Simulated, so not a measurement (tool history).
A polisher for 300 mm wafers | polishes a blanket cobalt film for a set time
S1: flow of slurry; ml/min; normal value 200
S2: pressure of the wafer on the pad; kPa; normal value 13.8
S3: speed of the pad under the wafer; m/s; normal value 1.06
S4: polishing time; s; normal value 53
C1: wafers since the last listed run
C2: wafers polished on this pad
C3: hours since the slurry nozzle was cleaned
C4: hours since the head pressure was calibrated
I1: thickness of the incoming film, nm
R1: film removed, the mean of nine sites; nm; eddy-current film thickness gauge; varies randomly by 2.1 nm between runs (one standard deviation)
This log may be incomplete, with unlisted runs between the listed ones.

run   hour   S1    S2    S3  S4   C1    C2     C3     C4     I1     R1
  1      0  200    11  0.84  53    0  1155  232.2  141.1  796.3  139.3
      19.6  -- worn pad replaced by a new one
  2   24.5  200  13.8  1.06  53  178    42  256.7  165.6  798.8  214.8
  3   57.8  200  13.8  1.06  53  289   332    290  198.9    787  216.9
  4   75.4  200  13.8  1.06  53  153   485  307.6  216.5  805.9  214.8
  5  109.9  200  13.8   1.2  53  300   786  342.1    251  805.5  246.7
  6  125.5  200  13.8   1.2  53  135   921  357.7  266.6  799.9  246.4
     162.3  -- worn pad replaced by a new one, of another model than before
     184.1  -- slurry nozzle cleaned
  7  184.6  200  13.8   1.2  53  471   185    0.5  325.7  803.6  246.9
  8    210  180  13.8  1.06  53  221   406   25.9  351.1  781.6    223
  9  240.8  180  13.8  1.06  53  268   674   56.7  381.9  789.9  218.5
 10  266.8  200  10.3  1.06  53  226   901   82.7  407.9  812.6  192.3
 11  292.2  200   9.7  0.84  68  221  1122  108.1  433.3  812.4  204.7
     300.9  -- worn pad replaced by a new one
 12  327.9  250  13.8  1.06  35  276   235  143.8    469  806.5  147.1
 13  361.1  200   9.7  1.06  53  289   524    177  502.2  809.3  175.9
 14  375.1  200  13.8  1.06  53  121   646    191  516.2  809.8  208.5
 15  396.2  140  13.8  1.06  53  183   830  212.1  537.3  801.1  183.1
     412.9  -- head pressure recalibrated
 16  418.8  255  13.8  1.06  53  179  1009  234.7    5.9  815.7  221.1
 17  442.2  200  12.4  1.06  53  203  1213  258.1   29.3  800.4  193.1
     447.2  -- worn pad replaced by a new one
 18  455.5  200  13.8  1.06  53   80    72  271.4   42.6  801.2  210.3
 19  481.1  200   9.7  0.82  37  222   295    297   68.2  815.8  102.9
 20    507  250   9.7  1.06  53  225   521  322.9   94.1    805    180
 21  542.3  200  13.8  1.26  53  307   828  358.2  129.4  785.3  222.9

State the hidden condition of the tool at each of the runs:
removal rate lost through wear of the pad, %: 0 on each run
deviation of the head's pressure from its setpoint, %: 0 on each run
H1: slurry flow missing at the pad, %
run    H1
  1  34.6
  2  35.8
  3  37.1
  4  37.7
  5  38.6
  6    39
  7  2.39
  8  9.59
  9  16.7
 10  21.5
 11  25.3
 12  29.7
 13  32.8
 14  33.9
 15  35.3
 16  36.6
 17  37.8
 18  38.3
 19  39.3
 20    40
 21  40.9

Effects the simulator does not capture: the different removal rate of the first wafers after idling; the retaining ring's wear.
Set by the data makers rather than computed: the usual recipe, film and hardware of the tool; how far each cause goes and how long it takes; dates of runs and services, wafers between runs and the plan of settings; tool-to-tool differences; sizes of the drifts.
